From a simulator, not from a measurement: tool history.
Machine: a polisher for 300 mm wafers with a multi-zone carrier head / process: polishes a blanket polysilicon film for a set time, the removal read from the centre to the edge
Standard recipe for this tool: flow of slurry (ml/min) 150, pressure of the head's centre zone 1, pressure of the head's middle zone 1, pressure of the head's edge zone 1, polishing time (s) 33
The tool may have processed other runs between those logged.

run	hour	flow of slurry (ml/min)	pressure of the head's centre zone	pressure of the head's middle zone	pressure of the head's edge zone	polishing time (s)	wafers since the last listed run	wafers polished on this pad	hours since the slurry nozzle was cleaned	hours since the centre zone pressure was calibrated	hours since the edge zone pressure was calibrated	hours since the carrier head's membrane was replaced	incoming thickness of the incoming film, nm	film removed at the wafer's centre (angstrom)	film removed at mid-radius (angstrom)	film removed at the wafer's edge (angstrom)
1	0	150	1.07	1	1	33	0	1215	98.5	1229.4	191.2	105.2	1922.4	1374	1303	1276
2	29.3	150	1.07	1	1	33	220	1435	127.8	1258.7	220.5	134.5	1915.3	1387	1300	1325
3	44	150	1	1	0.9	33	110	1546	142.5	1273.4	235.2	149.2	1968.7	1304	1313	1219
4	68.5	150	1.07	1	1	33	184	1730	167	1297.9	259.7	173.7	1929.6	1372	1262	1273
# hour 79.4: worn pad replaced by a new one
5	94.9	115	1.04	1	1	29	168	116	193.4	1324.3	286.1	200.1	1936.9	1119	1056	1071
6	127.9	150	0.93	0.96	0.93	41	248	364	226.4	1357.3	319.1	233.1	1920.6	1528	1556	1547
7	161.6	150	1	1	1	33	253	618	260.1	1391	352.8	266.8	1943.7	1299	1280	1300
8	190.6	185	0.93	1.1	1	40	218	836	289.1	1420	381.8	295.8	1937.6	1541	1742	1574
9	224.4	150	1	1	1	33	254	1090	322.9	1453.8	415.6	329.6	1950	1301	1310	1284
10	255.1	150	1	1	1	33	230	1321	353.6	1484.5	446.3	360.3	1922.9	1293	1320	1309
11	285.6	150	1.06	1	0.97	33	229	1550	384.1	1515	476.8	390.8	1920.3	1382	1278	1292
# hour 299.3: worn pad replaced by a new one
# hour 305.7: centre zone pressure recalibrated
12	320.7	150	1	0.92	1.07	26	218	145	419.2	15	511.9	425.9	1920.4	1016	962	1045
# hour 339.1: edge zone pressure recalibrated
13	346.1	150	1	1	1	33	175	321	444.6	40.4	7	451.3	1944.4	1299	1289	1307
14	379.4	150	1	1	1	33	250	572	477.9	73.7	40.3	484.6	1941.3	1306	1280	1290
15	405.8	150	1	1	1	33	198	770	504.3	100.1	66.7	511	1939.4	1318	1288	1306
16	427.5	115	1	1	1.03	33	163	933	526	121.8	88.4	532.7	1970.4	1223	1205	1257
17	442.8	150	0.93	1.09	1.04	22	115	1048	541.3	137.1	103.7	548	1958.3	810	930	870
18	478.5	175	1.07	1	0.92	30	268	1317	577	172.8	139.4	583.7	1960.8	1299	1211	1131
# hour 497.9: worn pad replaced by a new one
19	512.3	150	1	1.05	1	33	224	108	610.8	206.6	173.2	617.5	1958.8	1301	1335	1308
20	540.8	150	1	1	1.1	33	214	322	639.3	235.1	201.7	646	1930.4	1289	1268	1357
21	559.9	150	0.92	1.1	0.9	39	143	466	658.4	254.2	220.8	665.1	1939.8	1434	1602	1492
22	585.4	150	1	1	1	33	191	657	683.9	279.7	246.3	690.6	1912.3	1298	1287	1292

4 options for the next run, each taken on its own from the tool as it stands now. Forecast them:
A	585.8	150	1	1	1	33	3	660	684.3	280.1	246.7	691	1938	?	?	?
B	585.8	170	1	1	1	38	3	660	684.3	280.1	246.7	691	1938	?	?	?
C	585.8	185	1	1.07	1	39	3	660	684.3	280.1	246.7	691	1938	?	?	?
D	585.8	105	1	1	1	33	3	660	684.3	280.1	246.7	691	1938	?	?	?

run	film removed at the wafer's centre (angstrom)	film removed at mid-radius (angstrom)	film removed at the wafer's edge (angstrom)
A	1313	1277	1267
B	1549	1501	1481
C	1614	1654	1533
D	1208	1186	1203
What these runs would have given with no unlogged condition in the tool:
run	film removed at the wafer's centre (angstrom)	film removed at mid-radius (angstrom)	film removed at the wafer's edge (angstrom)
A	1313	1277	1267
B	1549	1501	1481
C	1614	1654	1533
D	1208	1186	1203
